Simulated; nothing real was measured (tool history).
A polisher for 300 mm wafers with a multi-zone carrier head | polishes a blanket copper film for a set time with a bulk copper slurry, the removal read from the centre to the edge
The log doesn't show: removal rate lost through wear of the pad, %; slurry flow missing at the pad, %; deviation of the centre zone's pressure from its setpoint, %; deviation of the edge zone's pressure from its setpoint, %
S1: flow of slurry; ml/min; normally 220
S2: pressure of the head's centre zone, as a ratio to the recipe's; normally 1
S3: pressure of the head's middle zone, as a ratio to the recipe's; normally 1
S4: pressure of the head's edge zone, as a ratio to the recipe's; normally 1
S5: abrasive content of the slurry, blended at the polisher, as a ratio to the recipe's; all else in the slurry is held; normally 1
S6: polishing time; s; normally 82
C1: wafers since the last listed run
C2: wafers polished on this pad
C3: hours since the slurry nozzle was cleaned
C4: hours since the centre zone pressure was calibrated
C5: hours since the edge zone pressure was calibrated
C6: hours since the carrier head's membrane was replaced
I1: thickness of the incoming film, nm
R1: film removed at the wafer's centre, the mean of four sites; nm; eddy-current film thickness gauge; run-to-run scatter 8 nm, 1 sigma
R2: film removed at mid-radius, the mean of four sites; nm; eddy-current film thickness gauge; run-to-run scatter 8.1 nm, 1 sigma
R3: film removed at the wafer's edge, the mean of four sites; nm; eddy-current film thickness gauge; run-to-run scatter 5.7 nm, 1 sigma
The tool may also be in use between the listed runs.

{"run": 1, "hour": 0.0, "S1": 220, "S2": 1, "S3": 1, "S4": 1, "S5": 1, "S6": 74, "C1": 0, "C2": 3, "C3": 619.1, "C4": 192.1, "C5": 1032.2, "C6": 1552.1, "I1": 3819.5, "R1": 542.2, "R2": 536.1, "R3": 551.3}
{"run": 2, "hour": 9.8, "S1": 220, "S2": 1, "S3": 1, "S4": 1, "S5": 1, "S6": 82, "C1": 68, "C2": 72, "C3": 628.9, "C4": 201.9, "C5": 1042, "C6": 1561.9, "I1": 3894.9, "R1": 604.6, "R2": 606.5, "R3": 615.4}
{"hour": 27.1, "done": "slurry nozzle cleaned"}
{"run": 3, "hour": 27.6, "S1": 220, "S2": 1, "S3": 1, "S4": 1, "S5": 1, "S6": 82, "C1": 118, "C2": 190, "C3": 0.5, "C4": 219.7, "C5": 1059.8, "C6": 1579.7, "I1": 3795.4, "R1": 653.5, "R2": 640.8, "R3": 647.5}
{"run": 4, "hour": 128.4, "S1": 220, "S2": 1, "S3": 1, "S4": 1, "S5": 1, "S6": 82, "C1": 709, "C2": 900, "C3": 101.3, "C4": 320.5, "C5": 1160.6, "C6": 1680.5, "I1": 3820.4, "R1": 631.4, "R2": 639.2, "R3": 637.3}
{"run": 5, "hour": 154.2, "S1": 220, "S2": 1, "S3": 1, "S4": 1.05, "S5": 1, "S6": 66, "C1": 181, "C2": 1081, "C3": 127.1, "C4": 346.3, "C5": 1186.4, "C6": 1706.3, "I1": 3807.9, "R1": 507.7, "R2": 502.5, "R3": 515.8}
{"run": 6, "hour": 172.6, "S1": 220, "S2": 1, "S3": 1, "S4": 1.05, "S5": 1, "S6": 66, "C1": 129, "C2": 1211, "C3": 145.5, "C4": 364.7, "C5": 1204.8, "C6": 1724.7, "I1": 3869.7, "R1": 511.4, "R2": 487.5, "R3": 516.6}
{"hour": 181.4, "done": "worn pad replaced by a new one"}
{"run": 7, "hour": 196.7, "S1": 220, "S2": 1, "S3": 1, "S4": 1, "S5": 1, "S6": 82, "C1": 141, "C2": 107, "C3": 169.6, "C4": 388.8, "C5": 1228.9, "C6": 1748.8, "I1": 3905.2, "R1": 620.6, "R2": 616.9, "R3": 621.3}
{"run": 8, "hour": 222.1, "S1": 220, "S2": 1, "S3": 0.92, "S4": 1, "S5": 0.85, "S6": 82, "C1": 178, "C2": 286, "C3": 195, "C4": 414.2, "C5": 1254.3, "C6": 1774.2, "I1": 3834.9, "R1": 616.7, "R2": 573.9, "R3": 608.6}
{"hour": 236.8, "done": "centre zone pressure recalibrated"}
{"run": 9, "hour": 237.3, "S1": 220, "S2": 1, "S3": 1, "S4": 1, "S5": 1, "S6": 82, "C1": 92, "C2": 379, "C3": 210.2, "C4": 0.5, "C5": 1269.5, "C6": 1789.4, "I1": 3909.2, "R1": 626.2, "R2": 614, "R3": 619.5}
{"run": 10, "hour": 252.9, "S1": 220, "S2": 1, "S3": 1, "S4": 1, "S5": 1, "S6": 82, "C1": 109, "C2": 489, "C3": 225.8, "C4": 16.1, "C5": 1285.1, "C6": 1805, "I1": 3861.2, "R1": 624, "R2": 604.6, "R3": 624}
{"run": 11, "hour": 267.8, "S1": 220, "S2": 0.89, "S3": 1, "S4": 1, "S5": 1, "S6": 73, "C1": 104, "C2": 594, "C3": 240.7, "C4": 31, "C5": 1300, "C6": 1819.9, "I1": 3845.7, "R1": 512.6, "R2": 537.1, "R3": 549.8}
{"run": 12, "hour": 280.2, "S1": 265, "S2": 0.97, "S3": 1, "S4": 0.92, "S5": 0.9, "S6": 82, "C1": 87, "C2": 681, "C3": 253.1, "C4": 43.4, "C5": 1312.4, "C6": 1832.3, "I1": 3784.7, "R1": 621.3, "R2": 610.2, "R3": 606.2}
{"run": 13, "hour": 293.3, "S1": 180, "S2": 1.07, "S3": 0.9, "S4": 1, "S5": 1, "S6": 82, "C1": 92, "C2": 773, "C3": 266.2, "C4": 56.5, "C5": 1325.5, "C6": 1845.4, "I1": 3844.1, "R1": 625.8, "R2": 553.1, "R3": 611}
{"run": 14, "hour": 306.8, "S1": 220, "S2": 1, "S3": 1, "S4": 1, "S5": 1, "S6": 56, "C1": 95, "C2": 868, "C3": 279.7, "C4": 70, "C5": 1339, "C6": 1858.9, "I1": 3879.7, "R1": 417.6, "R2": 423.6, "R3": 427.1}
{"run": 15, "hour": 335.7, "S1": 220, "S2": 1, "S3": 0.94, "S4": 1, "S5": 1, "S6": 82, "C1": 203, "C2": 1072, "C3": 308.6, "C4": 98.9, "C5": 1367.9, "C6": 1887.8, "I1": 3794.6, "R1": 605.7, "R2": 573.6, "R3": 620.2}
{"run": 16, "hour": 358.0, "S1": 220, "S2": 1, "S3": 1, "S4": 1, "S5": 1.25, "S6": 82, "C1": 156, "C2": 1229, "C3": 330.9, "C4": 121.2, "C5": 1390.2, "C6": 1910.1, "I1": 3863.3, "R1": 622.8, "R2": 629.3, "R3": 643.9}
{"run": 17, "hour": 385.6, "S1": 170, "S2": 0.9, "S3": 1, "S4": 1.05, "S5": 0.7, "S6": 82, "C1": 194, "C2": 1423, "C3": 358.5, "C4": 148.8, "C5": 1417.8, "C6": 1937.7, "I1": 3905, "R1": 518, "R2": 542.9, "R3": 589.2}
{"hour": 402.0, "done": "worn pad replaced by a new one, of another model than before"}
{"hour": 411.6, "done": "carrier head's membrane replaced by a new one"}
{"hour": 432.9, "done": "edge zone pressure recalibrated"}
{"run": 18, "hour": 479.3, "S1": 220, "S2": 1, "S3": 1.07, "S4": 1.07, "S5": 1.3, "S6": 82, "C1": 582, "C2": 494, "C3": 452.2, "C4": 242.5, "C5": 46.4, "C6": 67.7, "I1": 3884.3, "R1": 545.2, "R2": 573.3, "R3": 603.3}
{"run": 19, "hour": 514.6, "S1": 160, "S2": 1, "S3": 1, "S4": 1, "S5": 0.75, "S6": 72, "C1": 248, "C2": 743, "C3": 487.5, "C4": 277.8, "C5": 81.7, "C6": 103, "I1": 3898, "R1": 336.7, "R2": 361.8, "R3": 422}
{"run": 20, "hour": 534.2, "S1": 220, "S2": 1, "S3": 1, "S4": 1, "S5": 1.1, "S6": 82, "C1": 137, "C2": 881, "C3": 507.1, "C4": 297.4, "C5": 101.3, "C6": 122.6, "I1": 3840.3, "R1": 529.1, "R2": 521.1, "R3": 564.1}
{"hour": 610.0, "done": "worn pad replaced by a new one"}
{"run": 21, "hour": 641.2, "S1": 220, "S2": 1, "S3": 1, "S4": 1, "S5": 1, "S6": 82, "C1": 724, "C2": 219, "C3": 614.1, "C4": 404.4, "C5": 208.3, "C6": 229.6, "I1": 3933.2, "R1": 502.3, "R2": 516.7, "R3": 542.6}
{"run": 22, "hour": 664.0, "S1": 270, "S2": 1.09, "S3": 1, "S4": 0.93, "S5": 0.85, "S6": 82, "C1": 160, "C2": 379, "C3": 636.9, "C4": 427.2, "C5": 231.1, "C6": 252.4, "I1": 3839.3, "R1": 574.7, "R2": 536.2, "R3": 546.9}

Forecast each of these 3 alternatives for the next run:
{"run": "A", "hour": 664.4, "S1": 220, "S2": 1, "S3": 1, "S4": 1, "S5": 1, "S6": 82, "C1": 2, "C2": 382, "C3": 637.3, "C4": 427.6, "C5": 231.5, "C6": 252.8, "I1": 3832, "R1": "?", "R2": "?", "R3": "?"}
{"run": "B", "hour": 664.4, "S1": 220, "S2": 1, "S3": 1, "S4": 0.89, "S5": 1, "S6": 82, "C1": 2, "C2": 382, "C3": 637.3, "C4": 427.6, "C5": 231.5, "C6": 252.8, "I1": 3832, "R1": "?", "R2": "?", "R3": "?"}
{"run": "C", "hour": 664.4, "S1": 220, "S2": 1, "S3": 1.04, "S4": 1, "S5": 1, "S6": 82, "C1": 2, "C2": 382, "C3": 637.3, "C4": 427.6, "C5": 231.5, "C6": 252.8, "I1": 3832, "R1": "?", "R2": "?", "R3": "?"}

run=A R1=499.6 R2=498.9 R3=544.8
run=B R1=499.6 R2=499 R3=515.8
run=C R1=499.7 R2=512.6 R3=544.5
Had the tool no hidden state, the same runs would have come out as:
run=A R1=660.4 R2=636.2 R3=644.6
run=B R1=660.4 R2=636.3 R3=610.3
run=C R1=660.6 R2=653.6 R3=644.4

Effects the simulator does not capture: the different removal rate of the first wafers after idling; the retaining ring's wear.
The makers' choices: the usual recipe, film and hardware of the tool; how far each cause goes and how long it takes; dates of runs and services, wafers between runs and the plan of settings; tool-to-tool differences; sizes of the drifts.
